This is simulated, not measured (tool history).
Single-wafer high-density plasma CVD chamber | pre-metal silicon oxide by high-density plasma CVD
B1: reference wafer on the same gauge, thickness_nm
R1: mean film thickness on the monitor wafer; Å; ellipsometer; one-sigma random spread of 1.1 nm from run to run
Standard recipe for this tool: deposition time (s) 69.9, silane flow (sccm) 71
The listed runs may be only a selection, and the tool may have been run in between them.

Run 1, day 0.000: usual settings but silane flow (sccm) 63; B1 425.904. Result: R1 4228.23 Å.
Run 2, day 1.350: usual settings but silane flow (sccm) 63; B1 426.109. Result: R1 4213.97 Å.
Run 3, day 4.171: usual settings; B1 425.716. Result: R1 4750.04 Å.
Run 4, day 7.029: usual settings; B1 425.975. Result: R1 4762.55 Å.
Run 5, day 10.958: usual settings; B1 426.210. Result: R1 4761.87 Å.
Run 6, day 13.854: usual settings; B1 425.785. Result: R1 4774.31 Å.
Run 7, day 14.892: usual settings but silane flow (sccm) 64; B1 426.088. Result: R1 4309.45 Å.
Run 8, day 17.312: usual settings but silane flow (sccm) 68; B1 425.760. Result: R1 4554.18 Å.
Run 9, day 18.804: usual settings but silane flow (sccm) 68; B1 426.070. Result: R1 4568.60 Å.
Run 10, day 21.379: usual settings but deposition time (s) 75.1; B1 426.075. Result: R1 5132.94 Å.
Run 11, day 24.021: usual settings; B1 426.146. Result: R1 4777.99 Å.
Run 12, day 26.750: usual settings; B1 426.097. Result: R1 4755.80 Å.
Run 13, day 29.117: usual settings but deposition time (s) 63.7; B1 426.025. Result: R1 4347.32 Å.
Run 14, day 31.867: usual settings but deposition time (s) 63.7; B1 426.027. Result: R1 4333.54 Å.
Run 15, day 34.392: usual settings but deposition time (s) 63.7; B1 425.930. Result: R1 4335.42 Å.
Run 16, day 35.829: usual settings but silane flow (sccm) 79; B1 426.106. Result: R1 5326.73 Å.
Run 17, day 38.442: usual settings but silane flow (sccm) 79; B1 425.817. Result: R1 5313.23 Å.
Run 18, day 41.204: usual settings but silane flow (sccm) 79; B1 426.015. Result: R1 5323.98 Å.
Run 19, day 47.083: usual settings but silane flow (sccm) 74; B1 425.977. Result: R1 4953.05 Å.
Run 20, day 48.575: usual settings but silane flow (sccm) 74; B1 426.126. Result: R1 4951.03 Å.
At day 50.025: silane flow controller replaced.
Run 21, day 53.575: usual settings but silane flow (sccm) 74; B1 425.875. Result: R1 5013.46 Å.
At day 53.733: gauge calibrated.
Run 22, day 54.704: usual settings; B1 426.024. Result: R1 4819.60 Å.
Run 23, day 56.012: usual settings but silane flow (sccm) 81; B1 425.807. Result: R1 5487.01 Å.
Run 24, day 57.417: usual settings but deposition time (s) 57.3, silane flow (sccm) 59; B1 425.898. Result: R1 3278.71 Å.
Run 25, day 59.071: usual settings but silane flow (sccm) 74; B1 425.813. Result: R1 5019.86 Å.
Run 26, day 61.221: usual settings but deposition time (s) 76.9, silane flow (sccm) 82; B1 425.992. Result: R1 6110.20 Å.
Run 27, day 64.162: usual settings but deposition time (s) 62.5, silane flow (sccm) 77; B1 425.981. Result: R1 4697.39 Å.
At day 66.408: silane flow controller replaced, repeated, since the last time left the tool worse.
Run 28, day 66.871: usual settings but silane flow (sccm) 64; B1 426.224. Result: R1 4261.14 Å.
Run 29, day 68.046: usual settings but deposition time (s) 81.0; B1 426.176. Result: R1 5472.24 Å.
Run 30, day 70.212: usual settings but deposition time (s) 63.7; B1 426.178. Result: R1 4271.88 Å.
Run 31, day 71.975: usual settings but deposition time (s) 57.1; B1 426.293. Result: R1 3863.36 Å.
Run 32, day 73.317: usual settings but deposition time (s) 60.3, silane flow (sccm) 63; B1 426.019. Result: R1 3611.50 Å.
Run 33, day 75.942: usual settings but deposition time (s) 79.1, silane flow (sccm) 66; B1 425.974. Result: R1 4962.86 Å.
Run 34, day 77.821: usual settings; B1 426.101. Result: R1 4705.02 Å.
Run 35, day 80.821: usual settings but deposition time (s) 80.0, silane flow (sccm) 79; B1 426.022. Result: R1 6022.15 Å.
Run 36, day 82.108: usual settings but deposition time (s) 62.5, silane flow (sccm) 77; B1 425.955. Result: R1 4583.08 Å.
Run 37, day 84.479: usual settings but deposition time (s) 75.9, silane flow (sccm) 80; B1 426.023. Result: R1 5761.94 Å.
Run 38, day 86.667: usual settings but deposition time (s) 63.8; B1 425.781. Result: R1 4322.98 Å.
Run 39, day 88.833: usual settings but deposition time (s) 59.7, silane flow (sccm) 83; B1 426.022. Result: R1 4715.95 Å.
Run 40, day 93.417: usual settings but silane flow (sccm) 65; B1 425.958. Result: R1 4328.86 Å.
Run 41, day 99.817: usual settings but deposition time (s) 62.3, silane flow (sccm) 82; B1 426.159. Result: R1 4872.66 Å.
Run 42, day 102.358: usual settings; B1 426.018. Result: R1 4724.93 Å.
Run 43, day 104.579: usual settings but deposition time (s) 82.8, silane flow (sccm) 75; B1 425.968. Result: R1 5919.97 Å.
Run 44, day 106.583: usual settings but deposition time (s) 57.6, silane flow (sccm) 78; B1 426.114. Result: R1 4293.44 Å.
Run 45, day 107.742: usual settings but deposition time (s) 82.7, silane flow (sccm) 81; B1 426.223. Result: R1 6403.36 Å.

Alternative continuations, all from the tool just after run 45; predict every row:
Run A, day 107.758: usual settings; B1 ?. Result: R1 ?.
Run B, day 107.758: usual settings but deposition time (s) 56.6, silane flow (sccm) 79; B1 ?. Result: R1 ?.
Run C, day 107.758: usual settings but silane flow (sccm) 67; B1 ?. Result: R1 ?.
Run D, day 107.758: usual settings but silane flow (sccm) 83; B1 ?. Result: R1 ?.
Run E, day 107.758: usual settings but deposition time (s) 73.9, silane flow (sccm) 60; B1 ?. Result: R1 ?.

run       B1       R1
  A  425.845  4731.90
  B  425.845  4263.28
  C  425.845  4465.32
  D  425.845  5531.66
  E  425.845  4227.62
The same runs, with their run-to-run variation unchanged, on a tool lacking any hidden condition would have given:
run       R1
  A  4697.99
  B  4232.72
  C  4433.31
  D  5492.02
  E  4197.32
